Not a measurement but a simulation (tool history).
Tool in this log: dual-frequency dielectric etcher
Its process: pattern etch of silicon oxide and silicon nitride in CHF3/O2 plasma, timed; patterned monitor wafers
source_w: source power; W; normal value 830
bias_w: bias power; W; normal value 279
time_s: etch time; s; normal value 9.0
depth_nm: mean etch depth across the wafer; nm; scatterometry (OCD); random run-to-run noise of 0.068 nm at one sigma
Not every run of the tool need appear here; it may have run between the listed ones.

| run | hour | source_w | bias_w | time_s | wafers since the last listed run | hours since the last wet clean | hours since the last source power generator calibration | hours since the last bias power generator calibration | hours since the last upper electrode change | hours since the gauge calibration | read-back reference wafer on the same gauge, depth_nm | depth_nm |
|---|---|---|---|---|---|---|---|---|---|---|---|---|
| 1 | 0.0 | 830 | 249 | 10.5 | 0 | 108.1 | 2070.0 | 3477.6 | 2032.5 | 221.8 | 17.10 | 20.05 |
| 2 | 79.7 | 830 | 279 | 9.0 | 718 | 187.8 | 2149.7 | 3557.3 | 2112.2 | 301.5 | 17.11 | 17.88 |
| 3 | 144.6 | 830 | 279 | 9.0 | 584 | 252.7 | 2214.6 | 3622.2 | 2177.1 | 366.4 | 17.11 | 17.72 |
| 4 | 240.8 | 830 | 279 | 10.0 | 866 | 348.9 | 2310.8 | 3718.4 | 2273.3 | 462.6 | 17.09 | 19.49 |
| 5 | 292.6 | 830 | 279 | 10.0 | 466 | 400.7 | 2362.6 | 3770.2 | 2325.1 | 514.4 | 17.09 | 19.58 |
| 6 | 387.9 | 830 | 279 | 9.0 | 858 | 496.0 | 2457.9 | 3865.5 | 2420.4 | 609.7 | 17.11 | 17.44 |
|  | 397.5 | source power generator calibrated |
| 7 | 434.1 | 830 | 279 | 9.0 | 380 | 542.2 | 36.6 | 3911.7 | 2466.6 | 655.9 | 17.10 | 17.44 |
|  | 490.0 | wet clean of the chamber |
|  | 529.6 | upper electrode replaced, of another model than before |
| 8 | 534.9 | 830 | 279 | 9.0 | 475 | 44.9 | 137.4 | 4012.5 | 5.3 | 756.7 | 17.08 | 18.08 |
|  | 574.0 | gauge calibrated |
| 9 | 592.0 | 830 | 279 | 9.0 | 514 | 102.0 | 194.5 | 4069.6 | 62.4 | 18.0 | 17.07 | 18.01 |
| 10 | 689.2 | 830 | 243 | 10.0 | 875 | 199.2 | 291.7 | 4166.8 | 159.6 | 115.2 | 17.11 | 18.18 |
|  | 699.5 | bias power generator calibrated |
| 11 | 770.8 | 830 | 279 | 9.0 | 699 | 280.8 | 373.3 | 71.3 | 241.2 | 196.8 | 17.12 | 17.80 |
| 12 | 851.5 | 830 | 279 | 9.0 | 727 | 361.5 | 454.0 | 152.0 | 321.9 | 277.5 | 17.10 | 17.71 |
| 13 | 889.4 | 900 | 279 | 7.0 | 341 | 399.4 | 491.9 | 189.9 | 359.8 | 315.4 | 17.08 | 14.14 |
| 14 | 987.1 | 960 | 279 | 10.5 | 880 | 497.1 | 589.6 | 287.6 | 457.5 | 413.1 | 17.13 | 21.56 |
| 15 | 1092.4 | 630 | 330 | 9.0 | 948 | 602.4 | 694.9 | 392.9 | 562.8 | 518.4 | 17.09 | 17.67 |
|  | 1131.3 | wet clean of the chamber |
| 16 | 1134.2 | 620 | 299 | 7.5 | 160 | 2.9 | 736.7 | 434.7 | 604.6 | 560.2 | 17.09 | 14.30 |
| 17 | 1171.4 | 940 | 279 | 9.0 | 335 | 40.1 | 773.9 | 471.9 | 641.8 | 597.4 | 17.11 | 18.83 |
| 18 | 1258.6 | 740 | 258 | 7.5 | 785 | 127.3 | 861.1 | 559.1 | 729.0 | 684.6 | 17.09 | 13.75 |

What if the next run were any one of these 3? Each begins from the tool's condition after run 18:
| A | 1259.0 | 830 | 279 | 9.0 | 3 | 127.7 | 861.5 | 559.5 | 729.4 | 685.0 | ? | ? |
| B | 1259.0 | 650 | 303 | 9.0 | 3 | 127.7 | 861.5 | 559.5 | 729.4 | 685.0 | ? | ? |
| C | 1259.0 | 970 | 230 | 11.5 | 3 | 127.7 | 861.5 | 559.5 | 729.4 | 685.0 | ? | ? |

| run | read-back reference wafer on the same gauge, depth_nm | depth_nm |
|---|---|---|
| A | 17.10 | 17.99 |
| B | 17.10 | 17.41 |
| C | 17.10 | 21.45 |
With no hidden state in the tool, these same runs would have given:
| run | depth_nm |
|---|---|
| A | 18.07 |
| B | 17.50 |
| C | 21.55 |

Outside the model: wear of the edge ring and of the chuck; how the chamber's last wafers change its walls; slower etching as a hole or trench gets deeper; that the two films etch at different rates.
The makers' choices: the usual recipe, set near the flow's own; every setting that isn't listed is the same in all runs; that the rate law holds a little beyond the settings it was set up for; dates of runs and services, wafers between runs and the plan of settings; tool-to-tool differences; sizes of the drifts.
